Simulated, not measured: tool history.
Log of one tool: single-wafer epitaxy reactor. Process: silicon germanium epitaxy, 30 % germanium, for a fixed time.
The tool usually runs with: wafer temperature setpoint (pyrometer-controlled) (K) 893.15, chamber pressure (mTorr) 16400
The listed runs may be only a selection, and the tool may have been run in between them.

run   hour  wafer temperature setpoint (pyrometer-controlled) (K)  chamber pressure (mTorr)  read-back reference wafer on the same gauge, thickness_nm  mean film thickness on the monitor wafer (nm)
  1      0                                                 893.15                     16400                                                     80.919                                         73.418
  2   35.2                                                 893.15                     17400                                                     80.981                                         74.407
  3   69.7                                                 893.15                     17400                                                     80.965                                         74.333
      78.3  -- pyrometer calibrated
      84.6  -- showerhead replaced
  4   86.8                                                 893.15                     16400                                                      80.98                                         72.856
  5  122.4                                                 893.15                     16400                                                     81.033                                         71.898
  6  144.2                                                 893.15                     16400                                                     81.064                                          72.84
  7    160                                                 893.15                     16400                                                     81.017                                         72.531
  8  190.5                                                 893.15                     16400                                                     81.033                                         72.346
  9  215.4                                                 893.15                     16400                                                     81.108                                         72.534
 10  248.7                                                 893.15                     16400                                                     81.147                                          72.72
 11  264.3                                                 893.15                     16400                                                     81.075                                          73.21
 12    287                                                 886.15                     14500                                                     81.099                                         60.903
 13  299.2                                                 902.15                     14400                                                     81.157                                         81.412
 14  325.7                                                 887.15                     14500                                                     81.131                                         62.133
 15  340.5                                                 893.15                     16400                                                     81.122                                         72.758
 16  366.9                                                 899.15                     14000                                                     81.105                                         76.692
     378.1  -- gauge calibrated
 17  390.7                                                 885.15                     16400                                                     77.319                                         59.974
 18  426.6                                                 878.15                     16400                                                     77.572                                          52.79
 19  439.1                                                 893.15                     16400                                                     77.573                                         69.783
     462.1  -- capacitance manometer re-zeroed and calibrated
 20  462.6                                                 886.15                     20100                                                     77.812                                         65.648
 21  492.8                                                 902.15                     17900                                                     77.945                                          84.75
 22  523.5                                                 893.15                     16400                                                     78.148                                         70.008
 23  536.8                                                 893.15                     19300                                                     78.266                                         74.693
 24  572.6                                                 893.15                     16400                                                     78.494                                          70.57
 25    606                                                 886.15                     16400                                                     78.615                                         61.919
 26  676.3                                                 893.15                     13200                                                     78.997                                         65.415
 27  689.9                                                 893.15                     16400                                                     79.054                                         70.835
 28  721.6                                                 900.15                     17900                                                      79.14                                         82.448
 29  749.9                                                 898.15                     18500                                                     79.264                                         81.254
 30  782.3                                                 898.15                     16400                                                      79.31                                         78.037
 31    818                                                 893.15                     16400                                                     79.467                                         71.687
 32  854.6                                                 893.15                     16400                                                       79.7                                         71.599
 33    871                                                 893.15                     16400                                                     79.694                                         71.322
 34    925                                                 893.15                     19300                                                     79.902                                         76.172

Some steps in mean film thickness on the monitor wafer (nm) between neighbouring runs. How much of each would the tool show without its hidden state too (settings, what came in, random variation), and how much is left for the hidden state, with any gauge scatter that isn't in both results?
The tool's hidden condition here consists of: wafer temperature above the value expected at the setpoint (K); true pressure above the setpoint (%); gauge reads high (%).
Run 12 -> 13: wafer temperature setpoint (pyrometer-controlled) (K) 886.15 -> 902.15, chamber pressure (mTorr) 14500 -> 14400. mean film thickness on the monitor wafer (nm) +20.509: hidden state +1.071, all else +19.438.
Run 13 -> 14: wafer temperature setpoint (pyrometer-controlled) (K) 902.15 -> 887.15, chamber pressure (mTorr) 14400 -> 14500. mean film thickness on the monitor wafer (nm) -19.279: hidden state -0.996, all else -18.283.
Run 16 -> 17: wafer temperature setpoint (pyrometer-controlled) (K) 899.15 -> 885.15, chamber pressure (mTorr) 14000 -> 16400, gauge calibrated. mean film thickness on the monitor wafer (nm) -16.718: hidden state -3.711, all else -13.007.
Run 20 -> 21: wafer temperature setpoint (pyrometer-controlled) (K) 886.15 -> 902.15, chamber pressure (mTorr) 20100 -> 17900. mean film thickness on the monitor wafer (nm) +19.102: hidden state +0.428, all else +18.674.

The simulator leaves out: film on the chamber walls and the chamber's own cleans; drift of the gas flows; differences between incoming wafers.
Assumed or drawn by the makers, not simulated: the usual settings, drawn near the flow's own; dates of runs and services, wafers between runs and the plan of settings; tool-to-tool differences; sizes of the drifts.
